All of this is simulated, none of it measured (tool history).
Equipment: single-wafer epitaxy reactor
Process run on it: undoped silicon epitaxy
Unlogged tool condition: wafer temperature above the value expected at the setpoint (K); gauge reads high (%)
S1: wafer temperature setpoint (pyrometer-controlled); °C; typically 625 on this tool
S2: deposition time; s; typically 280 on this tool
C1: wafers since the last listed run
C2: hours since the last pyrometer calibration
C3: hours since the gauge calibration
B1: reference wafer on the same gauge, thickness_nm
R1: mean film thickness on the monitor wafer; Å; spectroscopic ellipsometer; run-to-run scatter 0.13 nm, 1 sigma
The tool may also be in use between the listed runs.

| run | hour | S1 | S2 | C1 | C2 | C3 | B1 | R1 |
|---|---|---|---|---|---|---|---|---|
| 1 | 0 | 625 | 266 | 0 | 625.6 | 54.9 | 29.103 | 228.72 |
| 2 | 15.7 | 625 | 280 | 86 | 641.3 | 70.6 | 29.14 | 238 |
| 3 | 40.2 | 625 | 267 | 134 | 665.8 | 95.1 | 29.093 | 225.85 |
| 4 | 72.8 | 625 | 267 | 179 | 698.4 | 127.7 | 29.092 | 224.9 |
| 5 | 104 | 625 | 267 | 171 | 729.6 | 158.9 | 29.113 | 227.3 |
| 6 | 128.3 | 618 | 280 | 133 | 753.9 | 183.2 | 29.089 | 203.65 |
| 7 | 142.2 | 614 | 280 | 76 | 767.8 | 197.1 | 29.092 | 186.57 |
| 8 | 155.8 | 614 | 280 | 74 | 781.4 | 210.7 | 29.065 | 187.18 |
| 9 | 176.4 | 631 | 311 | 113 | 802 | 231.3 | 29.1 | 295.19 |
| 10 | 211.5 | 632 | 280 | 192 | 837.1 | 266.4 | 29.083 | 269.53 |
| 11 | 245.7 | 632 | 280 | 188 | 871.3 | 300.6 | 29.082 | 265.74 |
|  | 278.3 | pyrometer calibrated |
| 12 | 278.8 | 625 | 280 | 138 | 0.5 | 333.7 | 29.095 | 250.28 |
| 13 | 286.8 | 625 | 280 | 43 | 8.5 | 341.7 | 29.119 | 251.65 |
|  | 327.6 | gauge calibrated |
| 14 | 337.8 | 636 | 280 | 280 | 59.5 | 10.2 | 29.119 | 309.92 |
| 15 | 356.6 | 625 | 280 | 103 | 78.3 | 29 | 29.07 | 249.28 |
| 16 | 370.8 | 613 | 280 | 78 | 92.5 | 43.2 | 29.117 | 194.28 |
| 17 | 386.6 | 620 | 333 | 86 | 108.3 | 59 | 29.126 | 268.01 |
| 18 | 407 | 638 | 300 | 112 | 128.7 | 79.4 | 29.126 | 348.43 |
| 19 | 429.5 | 621 | 298 | 123 | 151.2 | 101.9 | 29.068 | 244.77 |
| 20 | 452.8 | 625 | 280 | 128 | 174.5 | 125.2 | 29.134 | 249.1 |
| 21 | 466.3 | 620 | 301 | 74 | 188 | 138.7 | 29.12 | 242.31 |
| 22 | 498.2 | 625 | 280 | 175 | 219.9 | 170.6 | 29.118 | 250.49 |
| 23 | 544.3 | 612 | 261 | 253 | 266 | 216.7 | 29.084 | 177.44 |
| 24 | 560.3 | 625 | 280 | 87 | 282 | 232.7 | 29.102 | 248.22 |
| 25 | 584.2 | 639 | 280 | 131 | 305.9 | 256.6 | 29.117 | 328.02 |

The tool's hidden state at each run:
gauge reads high (%): 0 at every run
H1: wafer temperature above the value expected at the setpoint (K)
| run | H1 |
|---|---|
| 1 | -2.35 |
| 2 | -2.44 |
| 3 | -2.59 |
| 4 | -2.79 |
| 5 | -2.98 |
| 6 | -3.15 |
| 7 | -3.24 |
| 8 | -3.33 |
| 9 | -3.48 |
| 10 | -3.74 |
| 11 | -4 |
| 12 | -0.37 |
| 13 | -0.371 |
| 14 | -0.386 |
| 15 | -0.398 |
| 16 | -0.409 |
| 17 | -0.423 |
| 18 | -0.444 |
| 19 | -0.473 |
| 20 | -0.506 |
| 21 | -0.528 |
| 22 | -0.587 |
| 23 | -0.687 |
| 24 | -0.726 |
| 25 | -0.789 |

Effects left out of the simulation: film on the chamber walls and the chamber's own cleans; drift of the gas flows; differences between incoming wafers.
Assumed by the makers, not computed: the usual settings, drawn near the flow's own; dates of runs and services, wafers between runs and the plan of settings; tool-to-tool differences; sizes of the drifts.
